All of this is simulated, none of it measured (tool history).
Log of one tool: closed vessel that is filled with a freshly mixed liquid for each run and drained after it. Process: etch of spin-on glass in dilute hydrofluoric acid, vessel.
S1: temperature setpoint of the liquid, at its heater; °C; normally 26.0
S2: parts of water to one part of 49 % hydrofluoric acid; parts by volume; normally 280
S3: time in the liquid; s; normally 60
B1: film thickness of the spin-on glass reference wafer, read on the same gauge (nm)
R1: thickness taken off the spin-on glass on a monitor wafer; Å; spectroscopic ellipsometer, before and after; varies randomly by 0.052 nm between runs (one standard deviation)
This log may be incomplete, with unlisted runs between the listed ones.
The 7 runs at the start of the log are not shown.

run 8 day=7.092 | S1=26.0 S2=280 S3=60 | B1=99.99 | R1=56.0
run 9 day=8.221 | S1=26.0 S2=280 S3=70 | B1=99.96 | R1=64.9
run 10 day=9.425 | S1=26.0 S2=280 S3=70 | B1=99.99 | R1=65.4
run 11 day=10.333 | S1=26.0 S2=280 S3=60 | B1=100.01 | R1=56.1
run 12 day=11.812 | S1=26.0 S2=280 S3=60 | B1=99.98 | R1=56.3
run 13 day=12.908 | S1=26.0 S2=280 S3=60 | B1=100.02 | R1=56.5
run 14 day=13.496 | S1=26.0 S2=280 S3=60 | B1=100.00 | R1=57.0
run 15 day=14.958 | S1=26.0 S2=310 S3=60 | B1=100.02 | R1=49.2
run 16 day=15.758 | S1=29.5 S2=280 S3=60 | B1=99.99 | R1=62.9
run 17 day=16.821 | S1=29.5 S2=280 S3=60 | B1=100.00 | R1=63.0
-- day=17.421 thermometer replaced
run 18 day=17.579 | S1=23.0 S2=225 S3=80 | B1=99.97 | R1=81.5
run 19 day=18.133 | S1=28.0 S2=280 S3=60 | B1=100.00 | R1=54.5
run 20 day=19.254 | S1=27.5 S2=280 S3=60 | B1=100.03 | R1=54.2

What will run 21 give?
run 21 day=20.396 | S1=26.0 S2=280 S3=60 | B1=? | R1=?

{"run 21": {"B1": 99.99, "R1": 51.6}}
Were there no unlogged condition in the tool, this run, its random variation unchanged, would have produced R1 61.3 Å.
